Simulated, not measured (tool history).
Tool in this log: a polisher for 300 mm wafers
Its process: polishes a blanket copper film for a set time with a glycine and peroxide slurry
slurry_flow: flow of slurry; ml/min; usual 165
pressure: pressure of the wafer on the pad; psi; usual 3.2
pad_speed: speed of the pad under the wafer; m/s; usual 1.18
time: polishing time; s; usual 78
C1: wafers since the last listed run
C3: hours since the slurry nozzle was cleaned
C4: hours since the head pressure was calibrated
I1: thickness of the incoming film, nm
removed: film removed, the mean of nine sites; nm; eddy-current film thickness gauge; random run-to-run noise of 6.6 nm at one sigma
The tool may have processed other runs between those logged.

Run 1, hour 0.0: usual settings but pressure 2.3 psi; C1 0; wafers polished on this pad 2128; C3 245.5; C4 558.6; I1 2013.2. Result: removed 407.7 nm.
Run 2, hour 63.4: usual settings but pressure 3.5 psi; C1 779; wafers polished on this pad 2908; C3 308.9; C4 622.0; I1 2063.1. Result: removed 577.0 nm.
Run 3, hour 99.3: usual settings but time 95 s; C1 441; wafers polished on this pad 3350; C3 344.8; C4 657.9; I1 2053.4. Result: removed 637.8 nm.
Run 4, hour 144.7: usual settings; C1 558; wafers polished on this pad 3908; C3 390.2; C4 703.3; I1 2048.8. Result: removed 512.8 nm.
Run 5, hour 199.1: usual settings; C1 669; wafers polished on this pad 4577; C3 444.6; C4 757.7; I1 2025.8. Result: removed 509.9 nm.
Run 6, hour 264.8: usual settings; C1 808; wafers polished on this pad 5386; C3 510.3; C4 823.4; I1 2021.8. Result: removed 500.8 nm.
At hour 273.6: slurry nozzle cleaned.
At hour 364.0: worn pad replaced by a new one.
At hour 455.5: head pressure recalibrated.
Run 7, hour 477.6: usual settings but pad_speed 1.42 m/s, time 88 s; C1 2531; wafers polished on this pad 1372; C3 204.0; C4 22.1; I1 2063.6. Result: removed 714.7 nm.
Run 8, hour 515.1: usual settings but pad_speed 1.42 m/s, time 88 s; C1 461; wafers polished on this pad 1834; C3 241.5; C4 59.6; I1 2030.8. Result: removed 718.3 nm.
Run 9, hour 565.9: usual settings but pad_speed 1.42 m/s, time 88 s; C1 624; wafers polished on this pad 2459; C3 292.3; C4 110.4; I1 2027.1. Result: removed 695.9 nm.
Run 10, hour 636.9: usual settings; C1 873; wafers polished on this pad 3332; C3 363.3; C4 181.4; I1 2034.2. Result: removed 514.7 nm.
Run 11, hour 691.6: usual settings; C1 672; wafers polished on this pad 4005; C3 418.0; C4 236.1; I1 2074.8. Result: removed 501.1 nm.
At hour 715.2: slurry nozzle cleaned.
Run 12, hour 744.9: usual settings; C1 643; wafers polished on this pad 4648; C3 29.7; C4 289.4; I1 2028.9. Result: removed 552.1 nm.
Run 13, hour 807.8: usual settings but pressure 2.4 psi; C1 773; wafers polished on this pad 5422; C3 92.6; C4 352.3; I1 2024.3. Result: removed 432.2 nm.
At hour 826.9: worn pad replaced by a new one, of another model than before.
Run 14, hour 869.2: usual settings but pressure 2.4 psi; C1 706; wafers polished on this pad 520; C3 154.0; C4 413.7; I1 2080.6. Result: removed 468.2 nm.
Run 15, hour 938.5: usual settings; C1 852; wafers polished on this pad 1372; C3 223.3; C4 483.0; I1 2026.8. Result: removed 559.7 nm.
Run 16, hour 998.7: usual settings; C1 740; wafers polished on this pad 2113; C3 283.5; C4 543.2; I1 2065.0. Result: removed 551.5 nm.
Run 17, hour 1050.7: usual settings but pad_speed 0.94 m/s, time 87 s; C1 639; wafers polished on this pad 2752; C3 335.5; C4 595.2; I1 2055.8. Result: removed 522.8 nm.
Run 18, hour 1113.4: usual settings; C1 771; wafers polished on this pad 3524; C3 398.2; C4 657.9; I1 2029.5. Result: removed 541.2 nm.
At hour 1139.9: slurry nozzle cleaned.
Run 19, hour 1173.8: usual settings; C1 730; wafers polished on this pad 4254; C3 33.9; C4 718.3; I1 2023.6. Result: removed 570.1 nm.
Run 20, hour 1222.9: usual settings but pressure 2.1 psi, time 64 s; C1 604; wafers polished on this pad 4858; C3 83.0; C4 767.4; I1 2054.9. Result: removed 363.0 nm.
Run 21, hour 1282.4: usual settings; C1 731; wafers polished on this pad 5590; C3 142.5; C4 826.9; I1 2032.0. Result: removed 552.7 nm.
At hour 1322.5: worn pad replaced by a new one.
Run 22, hour 1335.9: usual settings but pad_speed 1.02 m/s, time 101 s; C1 608; wafers polished on this pad 164; C3 196.0; C4 880.4; I1 2024.4. Result: removed 649.1 nm.
At hour 1372.9: head pressure recalibrated.
Run 23, hour 1381.2: usual settings but pressure 4.2 psi, pad_speed 1.02 m/s, time 92 s; C1 532; wafers polished on this pad 697; C3 241.3; C4 8.3; I1 2023.3. Result: removed 696.4 nm.
Run 24, hour 1422.0: usual settings but pressure 3.7 psi; C1 501; wafers polished on this pad 1199; C3 282.1; C4 49.1; I1 2052.4. Result: removed 609.7 nm.
Run 25, hour 1475.5: usual settings but slurry_flow 140 ml/min, time 86 s; C1 658; wafers polished on this pad 1857; C3 335.6; C4 102.6; I1 2025.0. Result: removed 589.6 nm.
Run 26, hour 1511.2: usual settings but pressure 4.0 psi, pad_speed 0.92 m/s; C1 439; wafers polished on this pad 2296; C3 371.3; C4 138.3; I1 2075.3. Result: removed 531.6 nm.
Run 27, hour 1536.0: usual settings but pressure 2.4 psi, pad_speed 1.04 m/s; C1 305; wafers polished on this pad 2601; C3 396.1; C4 163.1; I1 2033.5. Result: removed 426.5 nm.
At hour 1600.0: slurry nozzle cleaned.
Run 28, hour 1607.3: usual settings but slurry_flow 185 ml/min, pressure 3.5 psi, pad_speed 1.48 m/s, time 98 s; C1 864; wafers polished on this pad 3466; C3 7.3; C4 234.4; I1 2062.0. Result: removed 880.8 nm.
Run 29, hour 1667.1: usual settings; C1 735; wafers polished on this pad 4201; C3 67.1; C4 294.2; I1 2031.1. Result: removed 552.4 nm.
Run 30, hour 1719.8: usual settings; C1 648; wafers polished on this pad 4850; C3 119.8; C4 346.9; I1 2041.8. Result: removed 554.4 nm.
Run 31, hour 1770.0: usual settings; C1 617; wafers polished on this pad 5467; C3 170.0; C4 397.1; I1 2051.5. Result: removed 546.4 nm.
Run 32, hour 1821.2: usual settings; C1 629; wafers polished on this pad 6097; C3 221.2; C4 448.3; I1 2014.3. Result: removed 544.4 nm.
At hour 1848.3: worn pad replaced by a new one.
Run 33, hour 1848.8: usual settings but pressure 2.6 psi; C1 290; wafers polished on this pad 6; C3 248.8; C4 475.9; I1 2041.0. Result: removed 491.0 nm.
Run 34, hour 1873.3: usual settings but slurry_flow 205 ml/min, pressure 2.5 psi; C1 301; wafers polished on this pad 307; C3 273.3; C4 500.4; I1 2056.7. Result: removed 489.1 nm.
Run 35, hour 1924.3: usual settings; C1 627; wafers polished on this pad 935; C3 324.3; C4 551.4; I1 2060.3. Result: removed 540.8 nm.
Run 36, hour 1980.7: usual settings but pressure 2.5 psi; C1 693; wafers polished on this pad 1629; C3 380.7; C4 607.8; I1 2023.4. Result: removed 483.4 nm.
Run 37, hour 2046.4: usual settings but pad_speed 1.08 m/s; C1 808; wafers polished on this pad 2437; C3 446.4; C4 673.5; I1 2044.8. Result: removed 515.8 nm.
Run 38, hour 2092.9: usual settings but pressure 3.6 psi, pad_speed 1.46 m/s; C1 572; wafers polished on this pad 3009; C3 492.9; C4 720.0; I1 2045.9. Result: removed 661.7 nm.

Give the tool's hidden conditions for every run:
removal rate lost through wear of the pad, %: 0 on each run
deviation of the head's pressure from its setpoint, %: 0 on each run
H1: slurry flow missing at the pad, %
run    H1
  1  20.6
  2  25.8
  3  28.8
  4  32.5
  5    37
  6  42.4
  7  18.4
  8  21.4
  9  25.6
 10  31.5
 11    36
 12  4.19
 13  9.37
 14  14.4
 15  20.1
 16  25.1
 17  29.4
 18  34.5
 19  4.03
 20  8.07
 21    13
 22  17.4
 23  21.1
 24  24.5
 25  28.9
 26  31.8
 27  33.9
 28  3.79
 29  8.72
 30  13.1
 31  17.2
 32  21.4
 33  23.7
 34  25.7
 35  29.9
 36  34.5
 37  39.9
 38  43.8
